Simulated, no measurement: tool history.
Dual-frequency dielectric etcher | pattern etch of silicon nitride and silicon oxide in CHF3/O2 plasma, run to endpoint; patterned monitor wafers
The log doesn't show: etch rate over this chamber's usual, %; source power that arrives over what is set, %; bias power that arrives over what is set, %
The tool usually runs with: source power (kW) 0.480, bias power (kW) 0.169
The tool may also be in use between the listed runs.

run,hour,source power (kW),bias power (kW),wafers since the last listed run,hours since the last wet clean,hours since the last source power generator calibration,hours since the last bias power generator calibration,hours since the last upper electrode change,"incoming incoming film thickness, nm",endpoint time (s)
1,0.0,0.480,0.169,0,202.5,1851.7,1784.6,2808.8,246.5,191.0
2,16.8,0.510,0.169,76,219.3,1868.5,1801.4,2825.6,246.4,187.6
3,42.6,0.480,0.169,117,245.1,1894.3,1827.2,2851.4,248.5,194.2
4,62.9,0.390,0.169,92,265.4,1914.6,1847.5,2871.7,247.2,203.0
5,82.7,0.390,0.169,89,285.2,1934.4,1867.3,2891.5,248.2,204.1
6,114.7,0.390,0.169,145,317.2,1966.4,1899.3,2923.5,245.9,201.7
7,130.7,0.430,0.169,72,333.2,1982.4,1915.3,2939.5,247.1,196.9
8,165.4,0.430,0.169,157,367.9,2017.1,1950.0,2974.2,245.5,195.9
9,198.1,0.430,0.169,148,400.6,2049.8,1982.7,3006.9,245.5,194.5
10,233.4,0.480,0.169,160,435.9,2085.1,2018.0,3042.2,246.9,191.9
# hour 276.7: source power generator calibrated
# hour 309.7: wet clean of the chamber
11,325.3,0.480,0.169,290,15.6,48.6,2109.9,3134.1,245.4,192.6
12,350.4,0.480,0.169,113,40.7,73.7,2135.0,3159.2,246.4,193.4
# hour 384.1: upper electrode replaced
13,384.6,0.580,0.184,46,74.9,107.9,2169.2,0.5,242.9,175.9
# hour 408.1: bias power generator calibrated
14,408.6,0.480,0.169,90,98.9,131.9,0.5,24.5,245.8,192.8
15,427.8,0.580,0.142,87,118.1,151.1,19.7,43.7,246.0,193.0
16,461.6,0.360,0.136,153,151.9,184.9,53.5,77.5,246.5,223.6
17,484.0,0.480,0.169,101,174.3,207.3,75.9,99.9,245.6,191.1
18,502.3,0.570,0.193,83,192.6,225.6,94.2,118.2,244.7,172.8
19,534.2,0.480,0.169,144,224.5,257.5,126.1,150.1,247.2,192.3
20,554.5,0.600,0.197,92,244.8,277.8,146.4,170.4,247.2,171.0
21,659.1,0.360,0.169,474,349.4,382.4,251.0,275.0,244.9,205.8
22,736.4,0.480,0.149,350,426.7,459.7,328.3,352.3,245.5,198.5
23,751.2,0.480,0.169,67,441.5,474.5,343.1,367.1,248.1,191.9
24,767.9,0.520,0.169,75,458.2,491.2,359.8,383.8,244.8,185.5

Alternative continuations, all from the tool just after run 24; predict every row:
A,768.4,0.480,0.169,2,458.7,491.7,360.3,384.3,246.5,?
B,768.4,0.590,0.189,2,458.7,491.7,360.3,384.3,246.5,?
C,768.4,0.450,0.186,2,458.7,491.7,360.3,384.3,246.5,?
D,768.4,0.590,0.152,2,458.7,491.7,360.3,384.3,246.5,?
E,768.4,0.570,0.169,2,458.7,491.7,360.3,384.3,246.5,?

run,endpoint time (s)
A,189.7
B,172.0
C,186.8
D,185.2
E,180.5
Without the tool's unlogged condition, the same runs would have read:
run,endpoint time (s)
A,192.3
B,174.3
C,189.3
D,187.7
E,183.0
